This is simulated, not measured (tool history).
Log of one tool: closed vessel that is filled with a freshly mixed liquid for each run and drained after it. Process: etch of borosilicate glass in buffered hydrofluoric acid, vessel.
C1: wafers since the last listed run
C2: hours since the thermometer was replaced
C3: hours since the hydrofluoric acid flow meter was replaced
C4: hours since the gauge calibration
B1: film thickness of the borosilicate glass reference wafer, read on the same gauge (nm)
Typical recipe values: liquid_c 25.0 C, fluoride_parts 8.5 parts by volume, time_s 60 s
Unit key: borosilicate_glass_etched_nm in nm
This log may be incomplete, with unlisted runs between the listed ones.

{"run": 1, "hour": 0.0, "liquid_c": 25.0, "fluoride_parts": 8.5, "time_s": 60, "C1": 0, "C2": 521.5, "C3": 1847.3, "C4": 179.4, "B1": 100.0, "borosilicate_glass_etched_nm": 84.2}
{"run": 2, "hour": 56.2, "liquid_c": 25.0, "fluoride_parts": 8.5, "time_s": 60, "C1": 8061, "C2": 577.7, "C3": 1903.5, "C4": 235.6, "B1": 100.03, "borosilicate_glass_etched_nm": 83.38}
{"run": 3, "hour": 95.9, "liquid_c": 25.0, "fluoride_parts": 8.5, "time_s": 60, "C1": 5694, "C2": 617.4, "C3": 1943.2, "C4": 275.3, "B1": 99.99, "borosilicate_glass_etched_nm": 83.03}
{"run": 4, "hour": 150.6, "liquid_c": 25.0, "fluoride_parts": 8.5, "time_s": 60, "C1": 7846, "C2": 672.1, "C3": 1997.9, "C4": 330.0, "B1": 100.02, "borosilicate_glass_etched_nm": 83.7}
{"run": 5, "hour": 205.9, "liquid_c": 25.0, "fluoride_parts": 8.5, "time_s": 60, "C1": 7932, "C2": 727.4, "C3": 2053.2, "C4": 385.3, "B1": 99.98, "borosilicate_glass_etched_nm": 83.01}
{"run": 6, "hour": 252.8, "liquid_c": 25.0, "fluoride_parts": 8.5, "time_s": 70, "C1": 6727, "C2": 774.3, "C3": 2100.1, "C4": 432.2, "B1": 99.98, "borosilicate_glass_etched_nm": 95.69}
{"run": 7, "hour": 298.2, "liquid_c": 25.0, "fluoride_parts": 8.5, "time_s": 70, "C1": 6512, "C2": 819.7, "C3": 2145.5, "C4": 477.6, "B1": 100.01, "borosilicate_glass_etched_nm": 96.07}
{"run": 8, "hour": 341.2, "liquid_c": 25.0, "fluoride_parts": 8.5, "time_s": 80, "C1": 6168, "C2": 862.7, "C3": 2188.5, "C4": 520.6, "B1": 99.99, "borosilicate_glass_etched_nm": 110.21}
{"hour": 353.1, "done": "gauge calibrated"}
{"run": 9, "hour": 378.0, "liquid_c": 25.0, "fluoride_parts": 11.5, "time_s": 60, "C1": 5278, "C2": 899.5, "C3": 2225.3, "C4": 24.9, "B1": 100.03, "borosilicate_glass_etched_nm": 62.97}
{"run": 10, "hour": 409.4, "liquid_c": 22.0, "fluoride_parts": 9.5, "time_s": 60, "C1": 4504, "C2": 930.9, "C3": 2256.7, "C4": 56.3, "B1": 100.04, "borosilicate_glass_etched_nm": 63.7}
{"run": 11, "hour": 460.2, "liquid_c": 29.0, "fluoride_parts": 8.5, "time_s": 60, "C1": 7287, "C2": 981.7, "C3": 2307.5, "C4": 107.1, "B1": 100.0, "borosilicate_glass_etched_nm": 101.75}
{"hour": 495.0, "done": "thermometer replaced"}
{"run": 12, "hour": 502.9, "liquid_c": 28.0, "fluoride_parts": 11.0, "time_s": 45, "C1": 5981, "C2": 7.9, "C3": 2350.2, "C4": 149.8, "B1": 100.01, "borosilicate_glass_etched_nm": 60.21}
{"hour": 540.2, "done": "hydrofluoric acid flow meter replaced"}
{"run": 13, "hour": 550.0, "liquid_c": 25.0, "fluoride_parts": 8.5, "time_s": 60, "C1": 6613, "C2": 55.0, "C3": 9.8, "C4": 196.9, "B1": 99.99, "borosilicate_glass_etched_nm": 85.46}
{"run": 14, "hour": 609.4, "liquid_c": 21.5, "fluoride_parts": 8.5, "time_s": 30, "C1": 8520, "C2": 114.4, "C3": 69.2, "C4": 256.3, "B1": 100.0, "borosilicate_glass_etched_nm": 35.4}
{"run": 15, "hour": 659.1, "liquid_c": 21.5, "fluoride_parts": 8.5, "time_s": 60, "C1": 7129, "C2": 164.1, "C3": 118.9, "C4": 306.0, "B1": 99.98, "borosilicate_glass_etched_nm": 70.45}
{"run": 16, "hour": 692.4, "liquid_c": 25.0, "fluoride_parts": 8.5, "time_s": 60, "C1": 4776, "C2": 197.4, "C3": 152.2, "C4": 339.3, "B1": 100.0, "borosilicate_glass_etched_nm": 84.51}
{"run": 17, "hour": 741.6, "liquid_c": 25.0, "fluoride_parts": 8.5, "time_s": 60, "C1": 7057, "C2": 246.6, "C3": 201.4, "C4": 388.5, "B1": 99.97, "borosilicate_glass_etched_nm": 85.27}

Branching from run 17: 5 alternative next runs. What would each branch give?
{"run": "A", "hour": 742.3, "liquid_c": 25.0, "fluoride_parts": 8.5, "time_s": 60, "C1": 100, "C2": 247.3, "C3": 202.1, "C4": 389.2, "B1": "?", "borosilicate_glass_etched_nm": "?"}
{"run": "B", "hour": 742.3, "liquid_c": 21.0, "fluoride_parts": 7.0, "time_s": 85, "C1": 100, "C2": 247.3, "C3": 202.1, "C4": 389.2, "B1": "?", "borosilicate_glass_etched_nm": "?"}
{"run": "C", "hour": 742.3, "liquid_c": 22.5, "fluoride_parts": 6.5, "time_s": 70, "C1": 100, "C2": 247.3, "C3": 202.1, "C4": 389.2, "B1": "?", "borosilicate_glass_etched_nm": "?"}
{"run": "D", "hour": 742.3, "liquid_c": 21.0, "fluoride_parts": 11.0, "time_s": 45, "C1": 100, "C2": 247.3, "C3": 202.1, "C4": 389.2, "B1": "?", "borosilicate_glass_etched_nm": "?"}
{"run": "E", "hour": 742.3, "liquid_c": 23.0, "fluoride_parts": 7.5, "time_s": 40, "C1": 100, "C2": 247.3, "C3": 202.1, "C4": 389.2, "B1": "?", "borosilicate_glass_etched_nm": "?"}

run=A B1=100.00 borosilicate_glass_etched_nm=84.65
run=B B1=100.00 borosilicate_glass_etched_nm=119.88
run=C B1=100.00 borosilicate_glass_etched_nm=114.42
run=D B1=100.00 borosilicate_glass_etched_nm=40.87
run=E B1=100.00 borosilicate_glass_etched_nm=58.23
With no hidden state in the tool, these same runs would have given:
run=A borosilicate_glass_etched_nm=85.87
run=B borosilicate_glass_etched_nm=121.64
run=C borosilicate_glass_etched_nm=116.08
run=D borosilicate_glass_etched_nm=41.48
run=E borosilicate_glass_etched_nm=59.08

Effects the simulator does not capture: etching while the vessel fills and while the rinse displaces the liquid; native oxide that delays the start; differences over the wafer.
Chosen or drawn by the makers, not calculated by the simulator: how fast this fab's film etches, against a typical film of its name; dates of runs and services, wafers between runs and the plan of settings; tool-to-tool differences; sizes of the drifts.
